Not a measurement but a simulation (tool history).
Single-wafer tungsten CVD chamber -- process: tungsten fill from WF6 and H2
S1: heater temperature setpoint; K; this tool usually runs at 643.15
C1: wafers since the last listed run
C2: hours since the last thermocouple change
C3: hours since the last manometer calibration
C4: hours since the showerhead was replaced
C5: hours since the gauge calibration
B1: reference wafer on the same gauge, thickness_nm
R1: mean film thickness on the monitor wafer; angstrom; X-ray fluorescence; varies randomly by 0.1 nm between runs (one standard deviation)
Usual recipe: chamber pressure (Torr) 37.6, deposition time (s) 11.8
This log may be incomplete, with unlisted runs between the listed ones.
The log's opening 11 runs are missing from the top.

At hour 524.4: showerhead replaced.
Run 12, hour 524.9: usual settings but deposition time (s) 10.3; C1 1076; C2 1268.9; C3 1225.9; C4 0.5; C5 1420.4; B1 22.098. Result: R1 185.25 angstrom.
Run 13, hour 549.6: usual settings but chamber pressure (Torr) 34.6; C1 452; C2 1293.6; C3 1250.6; C4 25.2; C5 1445.1; B1 22.079. Result: R1 205.48 angstrom.
At hour 606.9: gauge calibrated.
At hour 616.6: thermocouple changed; heater temperature recalibrated.
Run 14, hour 617.1: usual settings; C1 1089; C2 0.5; C3 1318.1; C4 92.7; C5 10.2; B1 22.071. Result: R1 216.61 angstrom.
Run 15, hour 677.8: usual settings; C1 1111; C2 61.2; C3 1378.8; C4 153.4; C5 70.9; B1 22.084. Result: R1 216.44 angstrom.
At hour 731.9: capacitance manometer re-zeroed and calibrated.
Run 16, hour 736.8: usual settings; C1 933; C2 120.2; C3 4.9; C4 212.4; C5 129.9; B1 22.070. Result: R1 210.60 angstrom.
Run 17, hour 765.4: usual settings; C1 523; C2 148.8; C3 33.5; C4 241.0; C5 158.5; B1 22.089. Result: R1 207.52 angstrom.
Run 18, hour 790.5: usual settings; C1 459; C2 173.9; C3 58.6; C4 266.1; C5 183.6; B1 22.140. Result: R1 210.25 angstrom.
Run 19, hour 840.8: usual settings but S1 652.15 K, chamber pressure (Torr) 31.8, deposition time (s) 12.9; C1 920; C2 224.2; C3 108.9; C4 316.4; C5 233.9; B1 22.099. Result: R1 244.83 angstrom.
Run 20, hour 900.6: usual settings; C1 1094; C2 284.0; C3 168.7; C4 376.2; C5 293.7; B1 22.104. Result: R1 208.42 angstrom.
Run 21, hour 963.8: usual settings; C1 1156; C2 347.2; C3 231.9; C4 439.4; C5 356.9; B1 22.093. Result: R1 206.11 angstrom.
Run 22, hour 987.9: usual settings but deposition time (s) 10.4; C1 441; C2 371.3; C3 256.0; C4 463.5; C5 381.0; B1 22.125. Result: R1 183.41 angstrom.
Run 23, hour 1042.5: usual settings; C1 999; C2 425.9; C3 310.6; C4 518.1; C5 435.6; B1 22.084. Result: R1 209.85 angstrom.
Run 24, hour 1098.8: usual settings; C1 1030; C2 482.2; C3 366.9; C4 574.4; C5 491.9; B1 22.091. Result: R1 209.27 angstrom.
Run 25, hour 1151.1: usual settings but S1 634.15 K, chamber pressure (Torr) 31.3, deposition time (s) 13.0; C1 957; C2 534.5; C3 419.2; C4 626.7; C5 544.2; B1 22.132. Result: R1 175.58 angstrom.
Run 26, hour 1201.7: usual settings but deposition time (s) 13.1; C1 926; C2 585.1; C3 469.8; C4 677.3; C5 594.8; B1 22.121. Result: R1 234.11 angstrom.
Run 27, hour 1245.5: usual settings but S1 639.15 K, chamber pressure (Torr) 29.7; C1 801; C2 628.9; C3 513.6; C4 721.1; C5 638.6; B1 22.067. Result: R1 170.35 angstrom.
Run 28, hour 1309.4: usual settings; C1 1169; C2 692.8; C3 577.5; C4 785.0; C5 702.5; B1 22.138. Result: R1 209.69 angstrom.
Run 29, hour 1338.8: usual settings but S1 655.15 K, chamber pressure (Torr) 42.7, deposition time (s) 11.0; C1 538; C2 722.2; C3 606.9; C4 814.4; C5 731.9; B1 22.112. Result: R1 259.06 angstrom.
Run 30, hour 1378.3: usual settings but chamber pressure (Torr) 40.5, deposition time (s) 10.8; C1 723; C2 761.7; C3 646.4; C4 853.9; C5 771.4; B1 22.106. Result: R1 201.65 angstrom.
Run 31, hour 1497.7: usual settings but chamber pressure (Torr) 45.7, deposition time (s) 12.5; C1 2185; C2 881.1; C3 765.8; C4 973.3; C5 890.8; B1 22.114. Result: R1 245.06 angstrom.
Run 32, hour 1559.7: usual settings; C1 1134; C2 943.1; C3 827.8; C4 1035.3; C5 952.8; B1 22.061. Result: R1 211.96 angstrom.
Run 33, hour 1589.4: usual settings but S1 638.15 K, chamber pressure (Torr) 32.4; C1 543; C2 972.8; C3 857.5; C4 1065.0; C5 982.5; B1 22.139. Result: R1 177.33 angstrom.
Run 34, hour 1626.6: usual settings but chamber pressure (Torr) 30.0, deposition time (s) 9.9; C1 680; C2 1010.0; C3 894.7; C4 1102.2; C5 1019.7; B1 22.099. Result: R1 156.78 angstrom.

3 options for the next run, each taken on its own from the tool as it stands now. Forecast them:
Run A, hour 1627.0: usual settings; C1 7; C2 1010.4; C3 895.1; C4 1102.6; C5 1020.1; B1 ?. Result: R1 ?.
Run B, hour 1627.0: usual settings but S1 629.15 K, deposition time (s) 13.3; C1 7; C2 1010.4; C3 895.1; C4 1102.6; C5 1020.1; B1 ?. Result: R1 ?.
Run C, hour 1627.0: usual settings but S1 655.15 K, chamber pressure (Torr) 41.7, deposition time (s) 13.2; C1 7; C2 1010.4; C3 895.1; C4 1102.6; C5 1020.1; B1 ?. Result: R1 ?.

run      B1      R1
  A  22.089  213.67
  B  22.089  184.36
  C  22.089  313.74
Take away the tool's hidden state, keep each run's random variation, and the runs would have read:
run      R1
  A  210.05
  B  181.23
  C  308.49

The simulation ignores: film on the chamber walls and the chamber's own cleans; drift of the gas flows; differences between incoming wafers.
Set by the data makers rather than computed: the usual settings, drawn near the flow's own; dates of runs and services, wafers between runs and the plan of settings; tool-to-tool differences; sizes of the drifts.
